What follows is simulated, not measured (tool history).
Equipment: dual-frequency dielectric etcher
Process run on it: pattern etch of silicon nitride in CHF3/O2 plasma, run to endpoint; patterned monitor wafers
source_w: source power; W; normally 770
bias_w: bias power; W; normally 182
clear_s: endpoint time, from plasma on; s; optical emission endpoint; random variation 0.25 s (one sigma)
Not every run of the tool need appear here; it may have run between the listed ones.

run     day  source_w  bias_w  wafers since the last listed run  hours since the last wet clean  hours since the last source power generator calibration  hours since the last bias power generator calibration  hours since the last upper electrode change  incoming incoming film thickness, nm  clear_s
  1       0       770     182                                 0                           317.6                                                   2659.6                                                   1548                                       2385.4                                    62     35.4
      1.288  -- wet clean of the chamber
  2   1.308       770     160                                80                             0.5                                                     2691                                                 1579.4                                       2416.8                                  61.8     38.6
  3   2.033       670     182                               190                            17.9                                                   2708.4                                                 1596.8                                       2434.2                                  62.1     38.5
  4   2.983       770     182                               249                            40.7                                                   2731.2                                                 1619.6                                         2457                                  62.2     36.2
  5   3.567       770     182                               153                            54.7                                                   2745.2                                                 1633.6                                         2471                                  61.3     35.8
  6   4.525       770     182                               251                            77.7                                                   2768.2                                                 1656.6                                         2494                                  61.5     35.9
  7   5.433       640     182                               238                            99.5                                                     2790                                                 1678.4                                       2515.8                                  62.6     38.9
  8   6.433       640     182                               262                           123.5                                                     2814                                                 1702.4                                       2539.8                                  62.5     38.8
  9   7.742       860     214                               343                           154.9                                                   2845.4                                                 1733.8                                       2571.2                                  61.3       32
 10    9.05       770     182                               343                           186.3                                                   2876.8                                                 1765.2                                       2602.6                                  61.2     35.3
      9.967  -- bias power generator calibrated
 11  10.488       770     182                               333                           220.8                                                   2911.3                                                   12.5                                       2637.1                                  61.4     35.1
 12  11.121       770     182                               166                             236                                                   2926.5                                                   27.7                                       2652.3                                  61.2     34.8
     11.479  -- source power generator calibrated
 13  11.633       770     182                                90                           248.3                                                      3.7                                                     40                                       2664.6                                  60.9       35
 14    12.2       770     166                               148                           261.9                                                     17.3                                                   53.6                                       2678.2                                  61.1       36
 15  13.121       770     182                               241                             284                                                     39.4                                                   75.7                                       2700.3                                    61     34.6
 16  13.996       710     206                               229                             305                                                     60.4                                                   96.7                                       2721.3                                  61.2     34.1
 17  14.829       860     223                               218                             325                                                     80.4                                                  116.7                                       2741.3                                  61.9     31.3
      16.45  -- wet clean of the chamber
      16.95  -- upper electrode replaced, of another model than before
 18  16.971       770     182                               168                            12.5                                                    131.8                                                  168.1                                          0.5                                    62       36
 19  16.983       860     203                                 3                            12.8                                                    132.1                                                  168.4                                          0.8                                  61.6     33.6
 20  17.754       960     159                               202                            31.3                                                    150.6                                                  186.9                                         19.3                                    61     33.2
 21  18.808       840     208                               276                            56.6                                                    175.9                                                  212.2                                         44.6                                  61.2     33.8
 22    19.4       820     182                               155                            70.8                                                    190.1                                                  226.4                                         58.8                                  61.1     34.4
 23  20.683       770     182                               336                           101.6                                                    220.9                                                  257.2                                         89.6                                  60.9     35.5
 24  21.596       630     196                               239                           123.5                                                    242.8                                                  279.1                                        111.5                                    62     39.3
 25  22.962       850     200                               358                           156.3                                                    275.6                                                  311.9                                        144.3                                  61.2     32.7
 26  24.092       770     182                               296                           183.4                                                    302.7                                                    339                                        171.4                                  61.3     35.3

4 options for the next run, each taken on its own from the tool as it stands now. Forecast them:
  A  24.108       770     155                                 4                           183.8                                                    303.1                                                  339.4                                        171.8                                  61.4        ?
  B  24.108       670     164                                 4                           183.8                                                    303.1                                                  339.4                                        171.8                                  61.4        ?
  C  24.108       950     137                                 4                           183.8                                                    303.1                                                  339.4                                        171.8                                  61.4        ?
  D  24.108       600     156                                 4                           183.8                                                    303.1                                                  339.4                                        171.8                                  61.4        ?

run  clear_s
  A     36.5
  B     38.6
  C     33.9
  D     41.2
Had the tool no hidden state, the same runs would have come out as:
run  clear_s
  A     37.4
  B     39.5
  C     34.7
  D     42.2

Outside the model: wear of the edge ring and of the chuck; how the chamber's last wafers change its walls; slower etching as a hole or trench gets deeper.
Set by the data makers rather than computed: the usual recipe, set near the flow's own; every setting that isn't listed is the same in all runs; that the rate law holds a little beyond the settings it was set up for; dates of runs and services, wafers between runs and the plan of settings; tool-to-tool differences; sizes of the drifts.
